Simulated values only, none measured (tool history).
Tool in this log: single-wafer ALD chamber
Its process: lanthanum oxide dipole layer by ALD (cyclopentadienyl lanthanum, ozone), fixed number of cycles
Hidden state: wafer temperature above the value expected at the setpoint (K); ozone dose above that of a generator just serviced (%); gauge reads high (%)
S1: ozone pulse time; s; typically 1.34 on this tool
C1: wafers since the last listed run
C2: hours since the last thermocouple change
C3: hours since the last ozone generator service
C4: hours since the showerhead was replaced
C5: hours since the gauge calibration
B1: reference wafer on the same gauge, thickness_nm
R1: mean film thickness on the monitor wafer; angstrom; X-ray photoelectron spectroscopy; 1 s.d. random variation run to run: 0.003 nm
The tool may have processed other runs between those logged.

run 1 hour=0.0 | S1=1.34 | C1=0 C2=1391.0 C3=445.0 C4=2668.4 C5=769.6 | B1=0.495 | R1=5.23
run 2 hour=33.6 | S1=1.34 | C1=412 C2=1424.6 C3=478.6 C4=2702.0 C5=803.2 | B1=0.495 | R1=5.25
run 3 hour=96.5 | S1=1.34 | C1=772 C2=1487.5 C3=541.5 C4=2764.9 C5=866.1 | B1=0.494 | R1=5.23
-- hour=104.7 ozone generator serviced
run 4 hour=310.7 | S1=1.34 | C1=2531 C2=1701.7 C3=206.0 C4=2979.1 C5=1080.3 | B1=0.494 | R1=5.39
run 5 hour=353.2 | S1=1.22 | C1=521 C2=1744.2 C3=248.5 C4=3021.6 C5=1122.8 | B1=0.494 | R1=5.19
run 6 hour=377.3 | S1=1.34 | C1=295 C2=1768.3 C3=272.6 C4=3045.7 C5=1146.9 | B1=0.495 | R1=5.34
run 7 hour=420.2 | S1=1.50 | C1=526 C2=1811.2 C3=315.5 C4=3088.6 C5=1189.8 | B1=0.496 | R1=5.41
run 8 hour=447.2 | S1=1.34 | C1=331 C2=1838.2 C3=342.5 C4=3115.6 C5=1216.8 | B1=0.494 | R1=5.30
run 9 hour=480.1 | S1=1.34 | C1=403 C2=1871.1 C3=375.4 C4=3148.5 C5=1249.7 | B1=0.495 | R1=5.25
-- hour=632.1 ozone generator serviced
run 10 hour=668.8 | S1=1.34 | C1=2218 C2=2059.8 C3=36.7 C4=3337.2 C5=1438.4 | B1=0.495 | R1=5.42
run 11 hour=724.7 | S1=1.34 | C1=686 C2=2115.7 C3=92.6 C4=3393.1 C5=1494.3 | B1=0.496 | R1=5.45
run 12 hour=765.2 | S1=1.34 | C1=497 C2=2156.2 C3=133.1 C4=3433.6 C5=1534.8 | B1=0.495 | R1=5.39
run 13 hour=791.3 | S1=1.34 | C1=320 C2=2182.3 C3=159.2 C4=3459.7 C5=1560.9 | B1=0.495 | R1=5.30
run 14 hour=857.2 | S1=0.92 | C1=809 C2=2248.2 C3=225.1 C4=3525.6 C5=1626.8 | B1=0.494 | R1=4.71
-- hour=866.6 gauge calibrated
run 15 hour=888.3 | S1=1.34 | C1=381 C2=2279.3 C3=256.2 C4=3556.7 C5=21.7 | B1=0.495 | R1=5.28
-- hour=897.6 thermocouple changed; heater temperature recalibrated
run 16 hour=1072.4 | S1=1.34 | C1=2161 C2=174.8 C3=440.3 C4=3740.8 C5=205.8 | B1=0.494 | R1=5.18
run 17 hour=1123.6 | S1=1.16 | C1=628 C2=226.0 C3=491.5 C4=3792.0 C5=257.0 | B1=0.495 | R1=4.96
-- hour=1160.5 showerhead replaced
run 18 hour=1167.3 | S1=1.68 | C1=438 C2=269.7 C3=535.2 C4=6.8 C5=300.7 | B1=0.494 | R1=5.46
run 19 hour=1199.0 | S1=1.84 | C1=389 C2=301.4 C3=566.9 C4=38.5 C5=332.4 | B1=0.496 | R1=5.59
run 20 hour=1228.2 | S1=1.06 | C1=358 C2=330.6 C3=596.1 C4=67.7 C5=361.6 | B1=0.495 | R1=4.76
-- hour=1270.0 ozone generator serviced
run 21 hour=1414.0 | S1=0.96 | C1=2182 C2=516.4 C3=144.0 C4=253.5 C5=547.4 | B1=0.496 | R1=4.96
run 22 hour=1443.6 | S1=1.08 | C1=363 C2=546.0 C3=173.6 C4=283.1 C5=577.0 | B1=0.495 | R1=5.07
run 23 hour=1488.7 | S1=1.50 | C1=553 C2=591.1 C3=218.7 C4=328.2 C5=622.1 | B1=0.496 | R1=5.49
run 24 hour=1545.1 | S1=1.63 | C1=692 C2=647.5 C3=275.1 C4=384.6 C5=678.5 | B1=0.495 | R1=5.54
run 25 hour=1573.6 | S1=1.73 | C1=349 C2=676.0 C3=303.6 C4=413.1 C5=707.0 | B1=0.495 | R1=5.60
run 26 hour=1783.6 | S1=1.13 | C1=2578 C2=886.0 C3=513.6 C4=623.1 C5=917.0 | B1=0.494 | R1=4.98

The next listed run, before its measurement:
run 27 hour=1838.4 | S1=1.76 | C1=672 C2=940.8 C3=568.4 C4=677.9 C5=971.8 | B1=? | R1=?

For run 27 the tool returned B1 0.496, R1 5.61 angstrom.
Minus the tool's unlogged condition, the same run would have read R1 5.84 angstrom.

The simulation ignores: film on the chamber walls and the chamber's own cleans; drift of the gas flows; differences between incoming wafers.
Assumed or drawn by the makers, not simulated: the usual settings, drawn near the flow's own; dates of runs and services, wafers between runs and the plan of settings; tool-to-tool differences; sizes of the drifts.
